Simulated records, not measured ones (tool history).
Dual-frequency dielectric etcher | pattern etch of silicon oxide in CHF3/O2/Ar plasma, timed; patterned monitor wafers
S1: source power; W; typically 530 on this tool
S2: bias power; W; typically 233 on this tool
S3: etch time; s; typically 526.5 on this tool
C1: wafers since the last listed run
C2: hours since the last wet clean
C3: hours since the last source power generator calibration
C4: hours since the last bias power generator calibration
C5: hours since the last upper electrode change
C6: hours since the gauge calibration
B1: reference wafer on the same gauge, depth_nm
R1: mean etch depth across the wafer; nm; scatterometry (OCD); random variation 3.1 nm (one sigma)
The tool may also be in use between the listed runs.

run	hour	S1	S2	S3	C1	C2	C3	C4	C5	C6	B1	R1
1	0	600	251	526.5	0	365.7	3341.2	1897.9	2249.7	551.6	1110.4	1127.6
2	52.9	530	233	526.5	227	418.6	3394.1	1950.8	2302.6	604.5	1110.1	1031.5
3	105.3	470	233	526.5	225	471	3446.5	2003.2	2355	656.9	1110	989.7
# hour 147.6: wet clean of the chamber
4	148.1	470	233	526.5	80	0.5	3489.3	2046	2397.8	699.7	1109.6	993.1
# hour 217.1: upper electrode replaced
5	217.6	530	233	526.5	195	70	3558.8	2115.5	0.5	769.2	1109.9	1036.7
6	245.9	530	233	526.5	121	98.3	3587.1	2143.8	28.8	797.5	1110.4	1028.2
7	283.3	530	233	526.5	160	135.7	3624.5	2181.2	66.2	834.9	1110.3	1035.5
8	313.1	530	233	574	128	165.5	3654.3	2211	96	864.7	1109.9	1127
9	348.4	530	233	574	151	200.8	3689.6	2246.3	131.3	900	1109.5	1120.9
10	377.2	430	252	395	123	229.6	3718.4	2275.1	160.1	928.8	1110.2	745.8
# hour 445.3: source power generator calibrated
11	502.4	480	193	414	520	354.8	57.1	2400.3	285.3	1054	1110.2	705.1
12	543.3	460	193	526.5	175	395.7	98	2441.2	326.2	1094.9	1111.2	880.5
# hour 569.8: wet clean of the chamber
13	591.5	450	196	403	103	21.7	146.2	2489.4	374.4	1143.1	1110.5	676.2
14	637.9	450	190	482.5	199	68.1	192.6	2535.8	420.8	1189.5	1110.8	792.7
15	672.1	460	247	526.5	146	102.3	226.8	2570	455	1223.7	1109.5	1017.2
16	715.4	530	250	660.5	186	145.6	270.1	2613.3	498.3	1267	1110.2	1337.4
17	756.1	530	193	526.5	174	186.3	310.8	2654	539	1307.7	1109.2	931.7
18	809.2	530	289	481	228	239.4	363.9	2707.1	592.1	1360.8	1109.6	1054.6
# hour 855.4: bias power generator calibrated
19	872.6	530	190	526.5	255	302.8	427.3	17.2	655.5	1424.2	1110.6	941.3
20	904	530	248	418	134	334.2	458.7	48.6	686.9	1455.6	1109	854.7
21	942.1	620	233	526.5	163	372.3	496.8	86.7	725	1493.7	1110.2	1112.2
# hour 1050.3: wet clean of the chamber
# hour 1125.7: gauge calibrated
22	1146.8	530	233	410.5	776	96.5	701.5	291.4	929.7	21.1	1110.1	812.5
23	1180.2	530	233	526.5	143	129.9	734.9	324.8	963.1	54.5	1109	1043.5
24	1233.5	640	250	435.5	228	183.2	788.2	378.1	1016.4	107.8	1110	966.3
25	1269.8	480	269	526.5	155	219.5	824.5	414.4	1052.7	144.1	1109.8	1085.4
26	1319	620	202	484	211	268.7	873.7	463.6	1101.9	193.3	1111.2	943.3
27	1374.5	530	283	526.5	238	324.2	929.2	519.1	1157.4	248.8	1110	1155.8
28	1443.3	580	233	441.5	295	393	998	587.9	1226.2	317.6	1109.6	905.6
# hour 1530.7: wet clean of the chamber
29	1563.7	530	200	526.5	414	33	1118.4	708.3	1346.6	438	1109.9	954.3
30	1598.9	430	252	395	151	68.2	1153.6	743.5	1381.8	473.2	1109.9	753.8

Branching from run 30: 3 alternative next runs. What would each branch give?
A	1599.5	530	233	526.5	2	68.8	1154.2	744.1	1382.4	473.8	?	?
B	1599.5	630	189	379	2	68.8	1154.2	744.1	1382.4	473.8	?	?
C	1599.5	530	233	630	2	68.8	1154.2	744.1	1382.4	473.8	?	?

run	B1	R1
A	1109.8	1044.3
B	1109.8	714.7
C	1109.8	1249.5
Stripped of hidden state, with their random variation kept, the same runs would have yielded:
run	R1
A	1046.9
B	716.3
C	1252.7
